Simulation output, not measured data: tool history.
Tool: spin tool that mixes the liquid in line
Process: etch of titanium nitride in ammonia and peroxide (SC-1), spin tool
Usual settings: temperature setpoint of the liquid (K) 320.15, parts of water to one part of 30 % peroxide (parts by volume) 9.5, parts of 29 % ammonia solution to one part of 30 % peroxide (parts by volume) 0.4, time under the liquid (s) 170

run	hour	temperature setpoint of the liquid (K)	parts of water to one part of 30 % peroxide (parts by volume)	parts of 29 % ammonia solution to one part of 30 % peroxide (parts by volume)	time under the liquid (s)	wafers since the last listed run	hours since the thermometer was replaced	hours since the ammonia flow meter was replaced	hours since the heated supply line was repaired	hours since the drum of ammonia solution was connected	hours since the gauge calibration	read-back film thickness of the titanium nitride reference wafer, read on the same gauge (nm)	thickness taken off the titanium nitride on a monitor wafer (Å)
1	0	317.65	9.5	0.4	170	0	35.1	1989.9	3434.7	84.6	93.7	80.04	92.4
2	12.2	320.15	6.5	0.6	245	123	47.3	2002.1	3446.9	96.8	105.9	79.99	206.3
3	21.2	320.15	9.5	0.4	170	90	56.3	2011.1	3455.9	105.8	114.9	79.99	110.3
4	34	320.15	9.5	0.4	170	129	69.1	2023.9	3468.7	118.6	127.7	80.03	109.6
5	50.8	311.15	9.5	0.5	265	169	85.9	2040.7	3485.5	135.4	144.5	80.02	92.2
# hour 52: ammonia flow meter replaced
6	62.9	320.15	9.5	0.4	170	111	98	10.9	3497.6	147.5	156.6	79.95	110.3
7	76.6	320.15	9.5	0.6	200	138	111.7	24.6	3511.3	161.2	170.3	79.98	139.7
8	83.5	313.65	12	0.55	140	69	118.6	31.5	3518.2	168.1	177.2	79.98	53.2
# hour 99: heated supply line repaired
9	99.5	320.15	9.5	0.35	220	151	134.6	47.5	0.5	184.1	193.2	79.99	140.1
10	109.2	313.15	7	0.35	170	97	144.3	57.2	10.2	193.8	202.9	79.99	76.4
11	119	320.15	9.5	0.4	170	98	154.1	67	20	203.6	212.7	80	110.6
12	127.1	326.65	9.5	0.4	85	81	162.2	75.1	28.1	211.7	220.8	79.99	87.8
13	135	320.15	9.5	0.4	170	79	170.1	83	36	219.6	228.7	80.02	110.3
14	150.3	320.15	9.5	0.4	130	154	185.4	98.3	51.3	234.9	244	79.98	84.8
15	157.1	313.15	9.5	0.4	170	68	192.2	105.1	58.1	241.7	250.8	79.94	67.1
16	165.9	320.15	9.5	0.4	170	88	201	113.9	66.9	250.5	259.6	80	110.5
17	183.5	326.15	11	0.55	115	177	218.6	131.5	84.5	268.1	277.2	79.96	111.8
18	197.2	320.15	5	0.45	170	138	232.3	145.2	98.2	281.8	290.9	79.98	156.1
19	207	314.65	14.5	0.3	170	98	242.1	155	108	291.6	300.7	79.96	55.6
20	221.8	320.15	9.5	0.6	200	149	256.9	169.8	122.8	306.4	315.5	80.01	139.4
21	234.3	320.15	9.5	0.4	205	126	269.4	182.3	135.3	318.9	328	79.99	133.1
22	245.2	316.65	12	0.4	125	109	280.3	193.2	146.2	329.8	338.9	79.96	56.2
23	254.1	326.15	9.5	0.4	120	89	289.2	202.1	155.1	338.7	347.8	80.01	118.9
24	260.4	320.15	9.5	0.35	220	63	295.5	208.4	161.4	345	354.1	79.98	141.4
25	277.9	320.15	9.5	0.55	140	176	313	225.9	178.9	362.5	371.6	79.98	96.1

Forecast each of these 3 alternatives for the next run:
A	278.4	313.65	9.5	0.4	170	5	313.5	226.4	179.4	363	372.1	?	?
B	278.4	320.15	9.5	0.4	215	5	313.5	226.4	179.4	363	372.1	?	?
C	278.4	320.15	9.5	0.3	250	5	313.5	226.4	179.4	363	372.1	?	?

run	read-back film thickness of the titanium nitride reference wafer, read on the same gauge (nm)	thickness taken off the titanium nitride on a monitor wafer (Å)
A	80.03	68.7
B	80.03	139.2
C	80.03	153.7
Without the tool's hidden state the same runs would have given:
run	thickness taken off the titanium nitride on a monitor wafer (Å)
A	68.7
B	139.2
C	153.7

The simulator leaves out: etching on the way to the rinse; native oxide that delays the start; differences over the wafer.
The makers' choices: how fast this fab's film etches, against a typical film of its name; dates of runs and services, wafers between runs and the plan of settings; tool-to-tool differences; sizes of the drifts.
